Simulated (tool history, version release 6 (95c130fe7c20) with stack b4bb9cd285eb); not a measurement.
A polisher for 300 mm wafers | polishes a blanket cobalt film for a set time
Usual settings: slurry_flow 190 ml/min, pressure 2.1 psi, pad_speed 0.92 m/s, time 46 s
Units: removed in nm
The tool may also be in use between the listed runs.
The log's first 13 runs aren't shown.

run	hour	slurry_flow	pressure	pad_speed	time	wafers since the last listed run	wafers polished on this pad	hours since the slurry nozzle was cleaned	hours since the head pressure was calibrated	incoming thickness of the incoming film, nm	removed
14	695.8	215	2.1	0.92	38	812	839	614.9	490.2	916.0	201.2
15	722.1	215	2.1	0.92	38	325	1165	641.2	516.5	925.3	202.3
16	779.4	215	2.1	0.92	38	709	1874	698.5	573.8	903.3	202.7
# hour 817.8: slurry nozzle cleaned
17	825.2	145	1.8	0.92	41	554	2429	7.4	619.6	916.9	191.8
# hour 936.3: worn pad replaced by a new one
18	947.6	155	1.8	0.92	57	1466	140	129.8	742.0	904.1	284.7
# hour 962.8: head pressure recalibrated
19	994.9	190	2.1	0.92	46	560	700	177.1	32.1	903.1	234.1
20	1025.7	145	1.6	1.08	61	381	1082	207.9	62.9	908.5	275.6
21	1064.9	190	1.5	0.92	46	485	1567	247.1	102.1	918.4	168.6
22	1130.7	170	2.1	0.92	56	814	2382	312.9	167.9	909.6	286.9
23	1166.8	145	1.7	1.12	54	446	2829	349.0	204.0	924.9	265.7
24	1232.7	145	2.7	0.70	55	815	3645	414.9	269.9	899.8	276.1
25	1294.2	190	2.3	1.04	58	761	4406	476.4	331.4	929.7	372.7
# hour 1300.7: worn pad replaced by a new one
26	1320.4	130	2.1	0.92	46	274	243	502.6	357.6	907.6	229.8
27	1347.9	255	2.1	0.92	46	340	584	530.1	385.1	923.4	250.4
28	1409.8	190	2.5	1.06	46	766	1350	592.0	447.0	910.9	334.1
29	1446.6	190	1.6	0.92	56	455	1806	628.8	483.8	904.2	233.3
# hour 1463.4: slurry nozzle cleaned
30	1494.4	190	2.1	0.92	46	579	2385	31.0	531.6	900.3	256.6
31	1556.1	190	2.1	0.92	55	763	3149	92.7	593.3	901.7	309.0
# hour 1566.4: head pressure recalibrated
# hour 1626.6: worn pad replaced by a new one
32	1690.2	145	2.8	1.18	40	1586	788	226.8	123.8	917.2	350.6

Forecast each of these 4 alternatives for the next run:
A	1690.6	190	2.1	0.92	46	4	792	227.2	124.2	923.6	?
B	1690.6	215	2.4	0.68	60	4	792	227.2	124.2	923.6	?
C	1690.6	235	1.6	1.18	52	4	792	227.2	124.2	923.6	?
D	1690.6	190	2.1	0.92	58	4	792	227.2	124.2	923.6	?

run	removed
A	248.2
B	276.6
C	279.5
D	312.9
Without the tool's hidden state the same runs would have given:
run	removed
A	244.9
B	272.7
C	275.4
D	308.8

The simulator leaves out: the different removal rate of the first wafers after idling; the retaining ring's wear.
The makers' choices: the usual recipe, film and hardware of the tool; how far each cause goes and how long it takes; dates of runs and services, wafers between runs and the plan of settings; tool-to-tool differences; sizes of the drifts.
